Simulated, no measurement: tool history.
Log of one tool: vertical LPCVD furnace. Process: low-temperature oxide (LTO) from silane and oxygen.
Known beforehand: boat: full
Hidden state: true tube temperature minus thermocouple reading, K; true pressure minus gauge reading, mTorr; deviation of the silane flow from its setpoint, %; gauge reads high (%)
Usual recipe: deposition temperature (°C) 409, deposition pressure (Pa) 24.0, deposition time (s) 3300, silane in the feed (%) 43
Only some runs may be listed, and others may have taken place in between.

run	hour	deposition temperature (°C)	deposition pressure (Pa)	deposition time (s)	silane in the feed (%)	wafers since the last listed run	hours since the last temperature calibration	hours since the pressure gauge was zeroed	hours since the silane flow controller was replaced	hours since the gauge calibration	read-back reference wafer on the same gauge, thickness	film thickness on the monitor wafer in the middle of the boat (nm)
1	0.0	409	24.0	3300	45	0	2910.5	2002.3	4731.2	922.2	576.20	548.65
2	71.0	409	24.0	3300	43	1165	2981.5	2073.3	4802.2	993.2	575.99	523.76
3	139.5	409	24.0	3300	43	1124	3050.0	2141.8	4870.7	1061.7	575.90	523.87
4	190.2	409	24.0	3300	43	832	3100.7	2192.5	4921.4	1112.4	575.82	525.01
# hour 325.2: gauge calibrated
5	358.6	409	24.0	3300	46	2764	3269.1	2360.9	5089.8	33.4	575.50	561.71
6	385.0	409	24.0	3300	46	433	3295.5	2387.3	5116.2	59.8	576.00	562.23
# hour 467.6: thermocouples replaced and temperature profile calibrated
7	468.1	409	26.0	3300	43	970	0.5	2470.4	5199.3	142.9	576.00	571.36
8	476.7	409	24.0	3300	43	141	9.1	2479.0	5207.9	151.5	575.74	526.04
9	509.5	409	27.3	3300	43	538	41.9	2511.8	5240.7	184.3	575.96	600.76
10	567.1	417	24.0	3300	43	945	99.5	2569.4	5298.3	241.9	575.97	570.50
# hour 657.9: silane flow controller replaced
11	691.6	409	24.0	4290	37	1649	224.0	2693.9	33.7	366.4	576.17	598.33
12	733.5	409	24.0	3300	43	687	265.9	2735.8	75.6	408.3	575.56	538.48
# hour 841.2: pressure gauge zeroed
13	868.6	409	26.0	3840	40	1823	401.0	27.4	210.7	543.4	576.32	630.53
14	910.4	409	21.3	3300	37	686	442.8	69.2	252.5	585.2	575.86	408.38
# hour 962.0: silane flow controller replaced, repeated, since the last time left the tool worse
15	962.5	413	20.7	4200	39	461	494.9	121.3	0.5	637.3	575.56	525.29
16	992.5	409	27.3	3870	50	492	524.9	151.3	30.5	667.3	575.81	788.98
17	1016.5	409	24.0	3300	43	393	548.9	175.3	54.5	691.3	575.59	513.16
18	1041.3	409	20.0	3840	39	407	573.7	200.1	79.3	716.1	576.02	447.01
19	1138.6	409	24.0	3300	43	1597	671.0	297.4	176.6	813.4	576.01	515.72
20	1196.5	409	21.3	4200	40	950	728.9	355.3	234.5	871.3	575.98	540.72
21	1241.3	409	24.0	3300	43	735	773.7	400.1	279.3	916.1	575.70	514.02
22	1266.0	403	24.0	3300	43	405	798.4	424.8	304.0	940.8	575.53	482.97
23	1331.6	402	19.3	3300	43	1076	864.0	490.4	369.6	1006.4	576.17	384.93
24	1379.9	400	19.3	3300	40	792	912.3	538.7	417.9	1054.7	575.93	345.71
25	1436.4	401	18.7	3300	43	927	968.8	595.2	474.4	1111.2	575.70	368.05
26	1491.7	403	22.0	4410	43	907	1024.1	650.5	529.7	1166.5	576.07	595.07
27	1522.4	420	24.0	3300	43	503	1054.8	681.2	560.4	1197.2	576.09	578.54
28	1572.6	419	24.0	4200	47	824	1105.0	731.4	610.6	1247.4	575.98	792.33
29	1607.6	409	24.0	3300	43	574	1140.0	766.4	645.6	1282.4	575.59	515.92
30	1667.1	402	24.0	4530	39	976	1199.5	825.9	705.1	1341.9	575.87	587.57

Each row is a separate what-if for the run after 30, all from the same tool condition, not one after another. Results?
A	1671.4	409	24.0	3300	43	70	1203.8	830.2	709.4	1346.2	?	?
B	1671.4	397	24.0	3300	43	70	1203.8	830.2	709.4	1346.2	?	?
C	1671.4	418	24.0	3990	43	70	1203.8	830.2	709.4	1346.2	?	?
D	1671.4	419	24.0	4230	43	70	1203.8	830.2	709.4	1346.2	?	?
E	1671.4	414	24.0	3300	43	70	1203.8	830.2	709.4	1346.2	?	?

run	read-back reference wafer on the same gauge, thickness	film thickness on the monitor wafer in the middle of the boat (nm)
A	576.54	513.22
B	576.54	451.65
C	576.54	680.30
D	576.54	728.48
E	576.54	540.34
With the hidden condition removed and each run's random variation left untouched, the same runs would have given:
run	film thickness on the monitor wafer in the middle of the boat (nm)
A	513.75
B	452.14
C	680.98
D	729.21
E	540.89
